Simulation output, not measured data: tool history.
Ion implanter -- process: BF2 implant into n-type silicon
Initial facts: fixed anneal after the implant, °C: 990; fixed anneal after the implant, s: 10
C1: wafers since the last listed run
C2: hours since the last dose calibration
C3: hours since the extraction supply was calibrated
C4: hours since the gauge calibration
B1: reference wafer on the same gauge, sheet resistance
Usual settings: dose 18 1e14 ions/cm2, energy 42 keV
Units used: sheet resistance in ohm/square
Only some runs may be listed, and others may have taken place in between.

run 1 hour=0 | dose=18 energy=42 | C1=0 C2=1344.1 C3=6452 C4=1.7 | B1=114.91 | sheet_resistance=123.23
run 2 hour=22.7 | dose=18 energy=42 | C1=474 C2=1366.8 C3=6474.7 C4=24.4 | B1=115.08 | sheet_resistance=122.98
run 3 hour=36.1 | dose=18 energy=42 | C1=280 C2=1380.2 C3=6488.1 C4=37.8 | B1=115.12 | sheet_resistance=123.14
run 4 hour=53.9 | dose=18 energy=51.5 | C1=372 C2=1398 C3=6505.9 C4=55.6 | B1=115.18 | sheet_resistance=109.46
run 5 hour=80.6 | dose=18 energy=51.5 | C1=558 C2=1424.7 C3=6532.6 C4=82.3 | B1=115.34 | sheet_resistance=109.64
run 6 hour=116.5 | dose=18 energy=42 | C1=751 C2=1460.6 C3=6568.5 C4=118.2 | B1=115.39 | sheet_resistance=123.42
run 7 hour=132.4 | dose=18 energy=42 | C1=332 C2=1476.5 C3=6584.4 C4=134.1 | B1=115.41 | sheet_resistance=123.87
run 8 hour=197.2 | dose=18 energy=42 | C1=1355 C2=1541.3 C3=6649.2 C4=198.9 | B1=115.6 | sheet_resistance=123.94
run 9 hour=216.3 | dose=18 energy=42 | C1=399 C2=1560.4 C3=6668.3 C4=218 | B1=115.65 | sheet_resistance=123.78
run 10 hour=243.3 | dose=18 energy=42 | C1=564 C2=1587.4 C3=6695.3 C4=245 | B1=115.64 | sheet_resistance=123.81
run 11 hour=269.7 | dose=18 energy=42 | C1=552 C2=1613.8 C3=6721.7 C4=271.4 | B1=115.72 | sheet_resistance=123.96
run 12 hour=293.4 | dose=18 energy=50.5 | C1=495 C2=1637.5 C3=6745.4 C4=295.1 | B1=115.75 | sheet_resistance=110.99
run 13 hour=313.4 | dose=18 energy=42 | C1=418 C2=1657.5 C3=6765.4 C4=315.1 | B1=115.77 | sheet_resistance=123.76
run 14 hour=343.6 | dose=18 energy=42 | C1=631 C2=1687.7 C3=6795.6 C4=345.3 | B1=115.74 | sheet_resistance=123.82
-- hour=365.8 Faraday cup replaced and dose calibrated
run 15 hour=366.3 | dose=18 energy=42 | C1=307 C2=0.5 C3=6818.3 C4=368 | B1=115.8 | sheet_resistance=124.16
run 16 hour=378.1 | dose=21.29 energy=37.5 | C1=246 C2=12.3 C3=6830.1 C4=379.8 | B1=115.78 | sheet_resistance=130.03
run 17 hour=398.7 | dose=18 energy=42 | C1=430 C2=32.9 C3=6850.7 C4=400.4 | B1=115.81 | sheet_resistance=124.14
run 18 hour=414 | dose=18 energy=42 | C1=320 C2=48.2 C3=6866 C4=415.7 | B1=115.81 | sheet_resistance=124.1
run 19 hour=432 | dose=22.69 energy=38 | C1=376 C2=66.2 C3=6884 C4=433.7 | B1=115.91 | sheet_resistance=128.36
run 20 hour=462.5 | dose=18 energy=53.5 | C1=638 C2=96.7 C3=6914.5 C4=464.2 | B1=115.91 | sheet_resistance=107.7
run 21 hour=491.9 | dose=18 energy=42 | C1=615 C2=126.1 C3=6943.9 C4=493.6 | B1=115.87 | sheet_resistance=124.28
run 22 hour=511.5 | dose=18 energy=46.5 | C1=410 C2=145.7 C3=6963.5 C4=513.2 | B1=115.84 | sheet_resistance=116.84
run 23 hour=526 | dose=20.46 energy=36 | C1=303 C2=160.2 C3=6978 C4=527.7 | B1=115.92 | sheet_resistance=133.55
-- hour=551 extraction supply calibrated
run 24 hour=555.5 | dose=14.44 energy=54.5 | C1=449 C2=189.7 C3=4.5 C4=557.2 | B1=115.87 | sheet_resistance=111.89
run 25 hour=583.8 | dose=20.96 energy=32 | C1=592 C2=218 C3=32.8 C4=585.5 | B1=115.92 | sheet_resistance=143.58
-- hour=590.8 gauge calibrated
run 26 hour=597.8 | dose=21.66 energy=47.5 | C1=292 C2=232 C3=46.8 C4=7 | B1=114.99 | sheet_resistance=111.59
run 27 hour=686.3 | dose=14.57 energy=29 | C1=1851 C2=320.5 C3=135.3 C4=95.5 | B1=115.33 | sheet_resistance=157.56
run 28 hour=718.9 | dose=21.89 energy=33.5 | C1=682 C2=353.1 C3=167.9 C4=128.1 | B1=115.51 | sheet_resistance=138.14
run 29 hour=744.2 | dose=20.75 energy=42 | C1=529 C2=378.4 C3=193.2 C4=153.4 | B1=115.51 | sheet_resistance=121.38
run 30 hour=760.9 | dose=23.16 energy=42 | C1=349 C2=395.1 C3=209.9 C4=170.1 | B1=115.58 | sheet_resistance=120.05

How would selected steps in sheet resistance from run to run divide? Give the signed amount a tool lacking its hidden state would still show from settings, what came in and random variation, and the signed amount left for the hidden state, including any gauge scatter that is not in both of the compared results.
What the log doesn't record here: deviation of the true dose from the Faraday cup's reading, %; deviation of the true energy from its setpoint, %; gauge reads high (%).
Run 24 -> 25: dose 14.44 -> 20.96, energy 54.5 -> 32. sheet resistance +31.69 ohm/square: hidden state +0.25, all else +31.44.
Run 25 -> 26: dose 20.96 -> 21.66, energy 32 -> 47.5, gauge calibrated. sheet resistance -31.99 ohm/square: hidden state -1.13, all else -30.86.
Run 26 -> 27: dose 21.66 -> 14.57, energy 47.5 -> 29. sheet resistance +45.97 ohm/square: hidden state +0.51, all else +45.46.

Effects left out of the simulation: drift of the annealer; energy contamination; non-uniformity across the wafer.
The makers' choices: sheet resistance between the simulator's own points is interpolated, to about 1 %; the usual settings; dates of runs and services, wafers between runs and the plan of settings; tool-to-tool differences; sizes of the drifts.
